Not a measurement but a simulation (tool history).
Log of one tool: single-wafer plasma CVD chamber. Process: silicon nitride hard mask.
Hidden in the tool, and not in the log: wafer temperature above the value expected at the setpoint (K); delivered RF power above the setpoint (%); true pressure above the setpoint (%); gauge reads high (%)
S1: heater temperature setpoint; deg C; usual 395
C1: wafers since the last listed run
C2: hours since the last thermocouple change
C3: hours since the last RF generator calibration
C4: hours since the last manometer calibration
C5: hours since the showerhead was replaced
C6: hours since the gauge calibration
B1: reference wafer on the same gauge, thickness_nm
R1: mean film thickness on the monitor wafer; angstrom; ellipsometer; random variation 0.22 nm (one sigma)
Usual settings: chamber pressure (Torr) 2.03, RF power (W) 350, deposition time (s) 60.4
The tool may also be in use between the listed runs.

{"run": 1, "hour": 0.0, "S1": 395, "chamber pressure (Torr)": 2.03, "RF power (W)": 350, "deposition time (s)": 60.4, "C1": 0, "C2": 2030.2, "C3": 962.5, "C4": 1294.6, "C5": 3946.3, "C6": 275.2, "B1": 82.652, "R1": 708.03}
{"run": 2, "hour": 24.1, "S1": 395, "chamber pressure (Torr)": 2.03, "RF power (W)": 350, "deposition time (s)": 60.4, "C1": 515, "C2": 2054.3, "C3": 986.6, "C4": 1318.7, "C5": 3970.4, "C6": 299.3, "B1": 82.64, "R1": 710.19}
{"run": 3, "hour": 63.5, "S1": 395, "chamber pressure (Torr)": 2.03, "RF power (W)": 350, "deposition time (s)": 60.4, "C1": 842, "C2": 2093.7, "C3": 1026, "C4": 1358.1, "C5": 4009.8, "C6": 338.7, "B1": 82.6, "R1": 706.03}
{"run": 4, "hour": 77.8, "S1": 395, "chamber pressure (Torr)": 2.03, "RF power (W)": 350, "deposition time (s)": 60.4, "C1": 305, "C2": 2108, "C3": 1040.3, "C4": 1372.4, "C5": 4024.1, "C6": 353, "B1": 82.579, "R1": 710.1}
{"run": 5, "hour": 91.3, "S1": 395, "chamber pressure (Torr)": 2.03, "RF power (W)": 350, "deposition time (s)": 60.4, "C1": 288, "C2": 2121.5, "C3": 1053.8, "C4": 1385.9, "C5": 4037.6, "C6": 366.5, "B1": 82.582, "R1": 711.34}
{"run": 6, "hour": 120.4, "S1": 385, "chamber pressure (Torr)": 2.03, "RF power (W)": 350, "deposition time (s)": 60.4, "C1": 622, "C2": 2150.6, "C3": 1082.9, "C4": 1415, "C5": 4066.7, "C6": 395.6, "B1": 82.577, "R1": 710.28}
{"hour": 142.6, "done": "showerhead replaced"}
{"hour": 145.7, "done": "gauge calibrated"}
{"run": 7, "hour": 150.1, "S1": 385, "chamber pressure (Torr)": 2.03, "RF power (W)": 350, "deposition time (s)": 60.4, "C1": 464, "C2": 2180.3, "C3": 1112.6, "C4": 1444.7, "C5": 7.5, "C6": 4.4, "B1": 82.602, "R1": 712.12}
{"hour": 182.7, "done": "thermocouple changed; heater temperature recalibrated"}
{"run": 8, "hour": 185.9, "S1": 383, "chamber pressure (Torr)": 2.03, "RF power (W)": 320, "deposition time (s)": 67.3, "C1": 594, "C2": 3.2, "C3": 1148.4, "C4": 1480.5, "C5": 43.3, "C6": 40.2, "B1": 82.604, "R1": 746.88}
{"run": 9, "hour": 207.2, "S1": 399, "chamber pressure (Torr)": 2.03, "RF power (W)": 350, "deposition time (s)": 72.1, "C1": 455, "C2": 24.5, "C3": 1169.7, "C4": 1501.8, "C5": 64.6, "C6": 61.5, "B1": 82.636, "R1": 841.55}
{"run": 10, "hour": 227.2, "S1": 388, "chamber pressure (Torr)": 1.83, "RF power (W)": 380, "deposition time (s)": 65.4, "C1": 427, "C2": 44.5, "C3": 1189.7, "C4": 1521.8, "C5": 84.6, "C6": 81.5, "B1": 82.678, "R1": 783.09}
{"hour": 241.2, "done": "capacitance manometer re-zeroed and calibrated"}
{"hour": 258.7, "done": "RF generator calibrated"}
{"run": 11, "hour": 262.6, "S1": 395, "chamber pressure (Torr)": 2.03, "RF power (W)": 350, "deposition time (s)": 60.4, "C1": 414, "C2": 79.9, "C3": 3.9, "C4": 21.4, "C5": 120, "C6": 116.9, "B1": 82.617, "R1": 747.92}
{"run": 12, "hour": 277.3, "S1": 395, "chamber pressure (Torr)": 1.62, "RF power (W)": 350, "deposition time (s)": 60.4, "C1": 314, "C2": 94.6, "C3": 18.6, "C4": 36.1, "C5": 134.7, "C6": 131.6, "B1": 82.659, "R1": 675.05}
{"run": 13, "hour": 305.4, "S1": 381, "chamber pressure (Torr)": 2.03, "RF power (W)": 395, "deposition time (s)": 60.4, "C1": 600, "C2": 122.7, "C3": 46.7, "C4": 64.2, "C5": 162.8, "C6": 159.7, "B1": 82.55, "R1": 802.79}
{"run": 14, "hour": 335.3, "S1": 395, "chamber pressure (Torr)": 2.03, "RF power (W)": 280, "deposition time (s)": 60.4, "C1": 639, "C2": 152.6, "C3": 76.6, "C4": 94.1, "C5": 192.7, "C6": 189.6, "B1": 82.566, "R1": 632.91}

Forecast each of these 4 alternatives for the next run:
{"run": "A", "hour": 335.7, "S1": 395, "chamber pressure (Torr)": 2.03, "RF power (W)": 350, "deposition time (s)": 51, "C1": 8, "C2": 153, "C3": 77, "C4": 94.5, "C5": 193.1, "C6": 190, "B1": "?", "R1": "?"}
{"run": "B", "hour": 335.7, "S1": 395, "chamber pressure (Torr)": 2.44, "RF power (W)": 310, "deposition time (s)": 67.6, "C1": 8, "C2": 153, "C3": 77, "C4": 94.5, "C5": 193.1, "C6": 190, "B1": "?", "R1": "?"}
{"run": "C", "hour": 335.7, "S1": 395, "chamber pressure (Torr)": 2.03, "RF power (W)": 370, "deposition time (s)": 56.3, "C1": 8, "C2": 153, "C3": 77, "C4": 94.5, "C5": 193.1, "C6": 190, "B1": "?", "R1": "?"}
{"run": "D", "hour": 335.7, "S1": 410, "chamber pressure (Torr)": 2.26, "RF power (W)": 300, "deposition time (s)": 50.9, "C1": 8, "C2": 153, "C3": 77, "C4": 94.5, "C5": 193.1, "C6": 190, "B1": "?", "R1": "?"}

run=A B1=82.624 R1=625.33
run=B B1=82.624 R1=812.15
run=C B1=82.624 R1=715.89
run=D B1=82.624 R1=579.38
Without the tool's hidden state the same runs would have given:
run=A R1=633.88
run=B R1=823.78
run=C R1=725.68
run=D R1=587.94
